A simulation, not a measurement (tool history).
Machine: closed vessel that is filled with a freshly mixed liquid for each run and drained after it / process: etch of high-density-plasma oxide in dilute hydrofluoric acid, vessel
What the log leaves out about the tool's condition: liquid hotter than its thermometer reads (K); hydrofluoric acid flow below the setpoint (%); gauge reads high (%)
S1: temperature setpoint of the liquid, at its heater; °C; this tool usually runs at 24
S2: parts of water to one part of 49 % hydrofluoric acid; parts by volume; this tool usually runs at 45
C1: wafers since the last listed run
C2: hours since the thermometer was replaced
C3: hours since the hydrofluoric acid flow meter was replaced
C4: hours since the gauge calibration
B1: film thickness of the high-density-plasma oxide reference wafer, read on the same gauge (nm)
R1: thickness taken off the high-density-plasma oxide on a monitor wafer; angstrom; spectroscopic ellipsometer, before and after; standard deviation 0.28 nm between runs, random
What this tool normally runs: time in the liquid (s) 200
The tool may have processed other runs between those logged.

{"run": 1, "hour": 0.0, "S1": 24, "S2": 45, "time in the liquid (s)": 200, "C1": 0, "C2": 2685.1, "C3": 1925.6, "C4": 664.5, "B1": 89.97, "R1": 336.7}
{"run": 2, "hour": 18.2, "S1": 24, "S2": 45, "time in the liquid (s)": 200, "C1": 1272, "C2": 2703.3, "C3": 1943.8, "C4": 682.7, "B1": 90.01, "R1": 331}
{"run": 3, "hour": 31.1, "S1": 24, "S2": 45, "time in the liquid (s)": 200, "C1": 902, "C2": 2716.2, "C3": 1956.7, "C4": 695.6, "B1": 90.02, "R1": 335.5}
{"run": 4, "hour": 43.6, "S1": 24, "S2": 55, "time in the liquid (s)": 145, "C1": 874, "C2": 2728.7, "C3": 1969.2, "C4": 708.1, "B1": 89.96, "R1": 195.2}
{"run": 5, "hour": 69.8, "S1": 24, "S2": 55, "time in the liquid (s)": 145, "C1": 1832, "C2": 2754.9, "C3": 1995.4, "C4": 734.3, "B1": 89.98, "R1": 194.8}
{"run": 6, "hour": 104.8, "S1": 24, "S2": 55, "time in the liquid (s)": 145, "C1": 2447, "C2": 2789.9, "C3": 2030.4, "C4": 769.3, "B1": 89.98, "R1": 194}
{"run": 7, "hour": 122.4, "S1": 24, "S2": 45, "time in the liquid (s)": 200, "C1": 1230, "C2": 2807.5, "C3": 2048, "C4": 786.9, "B1": 90.02, "R1": 332.6}
{"run": 8, "hour": 153.5, "S1": 24, "S2": 45, "time in the liquid (s)": 200, "C1": 2175, "C2": 2838.6, "C3": 2079.1, "C4": 818, "B1": 89.98, "R1": 327.5}
{"run": 9, "hour": 169.0, "S1": 24, "S2": 45, "time in the liquid (s)": 200, "C1": 1084, "C2": 2854.1, "C3": 2094.6, "C4": 833.5, "B1": 90, "R1": 332.3}
{"run": 10, "hour": 204.9, "S1": 24, "S2": 35, "time in the liquid (s)": 250, "C1": 2510, "C2": 2890, "C3": 2130.5, "C4": 869.4, "B1": 90.02, "R1": 534.6}
{"run": 11, "hour": 230.5, "S1": 24, "S2": 35, "time in the liquid (s)": 250, "C1": 1790, "C2": 2915.6, "C3": 2156.1, "C4": 895, "B1": 89.96, "R1": 532}
{"run": 12, "hour": 247.4, "S1": 24, "S2": 45, "time in the liquid (s)": 200, "C1": 1181, "C2": 2932.5, "C3": 2173, "C4": 911.9, "B1": 90.01, "R1": 327.7}
{"run": 13, "hour": 262.8, "S1": 24, "S2": 55, "time in the liquid (s)": 85, "C1": 1077, "C2": 2947.9, "C3": 2188.4, "C4": 927.3, "B1": 89.96, "R1": 113.5}
{"run": 14, "hour": 289.7, "S1": 24, "S2": 45, "time in the liquid (s)": 200, "C1": 1881, "C2": 2974.8, "C3": 2215.3, "C4": 954.2, "B1": 89.98, "R1": 324.9}
{"hour": 299.3, "done": "thermometer replaced"}
{"run": 15, "hour": 309.2, "S1": 24, "S2": 30, "time in the liquid (s)": 200, "C1": 1293, "C2": 9.9, "C3": 2234.8, "C4": 973.7, "B1": 89.94, "R1": 508.4}
{"run": 16, "hour": 337.1, "S1": 24, "S2": 45, "time in the liquid (s)": 200, "C1": 1951, "C2": 37.8, "C3": 2262.7, "C4": 1001.6, "B1": 89.96, "R1": 324.4}
{"hour": 350.8, "done": "hydrofluoric acid flow meter replaced"}
{"run": 17, "hour": 354.0, "S1": 20.5, "S2": 30, "time in the liquid (s)": 200, "C1": 1112, "C2": 54.7, "C3": 3.2, "C4": 1018.5, "B1": 89.95, "R1": 494.2}
{"run": 18, "hour": 368.4, "S1": 24, "S2": 45, "time in the liquid (s)": 200, "C1": 1007, "C2": 69.1, "C3": 17.6, "C4": 1032.9, "B1": 90.03, "R1": 376.9}
{"hour": 370.2, "done": "gauge calibrated"}
{"run": 19, "hour": 380.8, "S1": 20, "S2": 45, "time in the liquid (s)": 200, "C1": 867, "C2": 81.5, "C3": 30, "C4": 10.6, "B1": 89.99, "R1": 317.2}
{"run": 20, "hour": 415.5, "S1": 24, "S2": 45, "time in the liquid (s)": 90, "C1": 2426, "C2": 116.2, "C3": 64.7, "C4": 45.3, "B1": 90.02, "R1": 169.2}
{"run": 21, "hour": 442.1, "S1": 22, "S2": 45, "time in the liquid (s)": 250, "C1": 1860, "C2": 142.8, "C3": 91.3, "C4": 71.9, "B1": 90, "R1": 429.9}
{"run": 22, "hour": 466.8, "S1": 22, "S2": 45, "time in the liquid (s)": 250, "C1": 1727, "C2": 167.5, "C3": 116, "C4": 96.6, "B1": 89.95, "R1": 431}
{"run": 23, "hour": 497.3, "S1": 24, "S2": 45, "time in the liquid (s)": 200, "C1": 2133, "C2": 198, "C3": 146.5, "C4": 127.1, "B1": 89.93, "R1": 378}
{"run": 24, "hour": 529.4, "S1": 19, "S2": 55, "time in the liquid (s)": 120, "C1": 2245, "C2": 230.1, "C3": 178.6, "C4": 159.2, "B1": 90, "R1": 146.1}
{"run": 25, "hour": 550.5, "S1": 26.5, "S2": 35, "time in the liquid (s)": 200, "C1": 1475, "C2": 251.2, "C3": 199.7, "C4": 180.3, "B1": 90.05, "R1": 533.5}
{"run": 26, "hour": 582.0, "S1": 22.5, "S2": 55, "time in the liquid (s)": 200, "C1": 2203, "C2": 282.7, "C3": 231.2, "C4": 211.8, "B1": 89.99, "R1": 279.5}

Expected results for the next run?
{"run": 27, "hour": 604.6, "S1": 24, "S2": 45, "time in the liquid (s)": 240, "C1": 1580, "C2": 305.3, "C3": 253.8, "C4": 234.4, "B1": "?", "R1": "?"}

For run 27 the tool returned B1 90.02, R1 445.1 angstrom.
Without the tool's hidden state the same run would have given R1 453.5 angstrom.
